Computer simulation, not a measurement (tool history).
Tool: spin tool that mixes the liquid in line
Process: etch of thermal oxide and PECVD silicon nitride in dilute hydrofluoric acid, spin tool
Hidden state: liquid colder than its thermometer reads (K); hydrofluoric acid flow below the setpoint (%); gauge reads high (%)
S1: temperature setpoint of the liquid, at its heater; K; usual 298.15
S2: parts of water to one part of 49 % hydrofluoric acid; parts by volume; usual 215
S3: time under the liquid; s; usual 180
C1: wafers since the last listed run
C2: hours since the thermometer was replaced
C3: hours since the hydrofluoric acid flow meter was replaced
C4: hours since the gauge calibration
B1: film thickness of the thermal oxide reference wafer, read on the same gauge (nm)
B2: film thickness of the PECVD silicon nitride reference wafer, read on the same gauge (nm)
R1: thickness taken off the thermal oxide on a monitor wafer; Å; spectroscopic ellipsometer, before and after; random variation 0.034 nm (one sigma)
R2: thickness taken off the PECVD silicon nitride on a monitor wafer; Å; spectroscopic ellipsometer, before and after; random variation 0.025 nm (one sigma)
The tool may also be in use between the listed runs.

run,hour,S1,S2,S3,C1,C2,C3,C4,B1,B2,R1,R2
1,0.0,298.15,215,240,0,1320.5,1007.9,712.0,110.022,39.981,41.91,35.86
2,62.7,298.15,215,240,515,1383.2,1070.6,774.7,109.984,39.974,41.88,36.36
3,153.8,300.65,215,180,748,1474.3,1161.7,865.8,109.995,39.983,34.29,31.22
4,255.8,298.15,215,180,838,1576.3,1263.7,967.8,109.978,39.989,30.74,26.40
5,350.4,298.15,215,180,777,1670.9,1358.3,1062.4,109.996,39.987,29.98,26.22
6,454.3,298.15,215,180,853,1774.8,1462.2,1166.3,109.985,39.982,30.48,25.50
7,509.0,298.15,215,180,449,1829.5,1516.9,1221.0,109.993,39.979,30.29,25.20
8,581.7,298.15,215,180,597,1902.2,1589.6,1293.7,110.013,39.996,29.84,25.44
# hour 607.4: thermometer replaced
9,625.9,298.15,215,180,354,18.5,1633.8,1337.9,109.982,39.951,33.03,30.06
10,939.8,298.15,215,180,2579,332.4,1947.7,1651.8,110.029,40.013,32.05,29.08
11,978.0,299.65,160,75,313,370.6,1985.9,1690.0,109.978,40.050,20.60,17.78
12,1081.7,299.65,185,100,852,474.3,2089.6,1793.7,110.010,39.959,21.92,20.37
13,1132.7,298.15,215,180,419,525.3,2140.6,1844.7,110.000,39.977,31.11,28.05
14,1169.1,299.65,285,180,299,561.7,2177.0,1881.1,110.009,40.048,23.36,23.22
15,1266.6,302.65,215,260,801,659.2,2274.5,1978.6,109.981,40.055,53.09,52.88
16,1341.5,298.15,215,180,615,734.1,2349.4,2053.5,109.982,40.014,31.21,27.83
17,1412.6,298.15,315,180,584,805.2,2420.5,2124.6,109.994,39.960,19.13,19.02
18,1494.1,298.15,215,180,669,886.7,2502.0,2206.1,109.977,40.019,30.49,26.97
# hour 1537.4: hydrofluoric acid flow meter replaced
19,1564.9,298.15,215,265,573,957.5,27.5,2276.9,110.008,40.003,50.66,44.34
# hour 1585.8: gauge calibrated
20,1622.5,298.15,215,180,473,1015.1,85.1,36.7,110.019,40.041,34.48,30.12
21,1724.9,298.15,215,125,841,1117.5,187.5,139.1,110.016,39.970,23.58,20.27
22,2044.3,300.65,215,105,2624,1436.9,506.9,458.5,110.011,39.962,21.39,19.32
23,2365.8,298.15,215,180,2641,1758.4,828.4,780.0,110.004,40.007,31.63,27.40
24,2427.1,293.15,270,180,503,1819.7,889.7,841.3,110.033,40.016,19.81,15.59
25,2532.5,299.65,215,180,866,1925.1,995.1,946.7,109.983,39.993,33.26,29.51
26,2570.2,301.65,180,180,309,1962.8,1032.8,984.4,109.970,39.989,44.10,39.31

3 ways to go on from here, each from the tool as it stands after run 26. What would each give?
A,2570.7,298.15,215,180,4,1963.3,1033.3,984.9,?,?,?,?
B,2570.7,298.15,160,180,4,1963.3,1033.3,984.9,?,?,?,?
C,2570.7,300.15,260,220,4,1963.3,1033.3,984.9,?,?,?,?

run,B1,B2,R1,R2
A,110.014,40.000,31.28,26.67
B,110.014,40.000,44.62,35.64
C,110.014,40.000,32.42,30.63
Without the tool's hidden state the same runs would have given:
run,R1,R2
A,36.82,33.47
B,52.62,44.91
C,38.04,38.23

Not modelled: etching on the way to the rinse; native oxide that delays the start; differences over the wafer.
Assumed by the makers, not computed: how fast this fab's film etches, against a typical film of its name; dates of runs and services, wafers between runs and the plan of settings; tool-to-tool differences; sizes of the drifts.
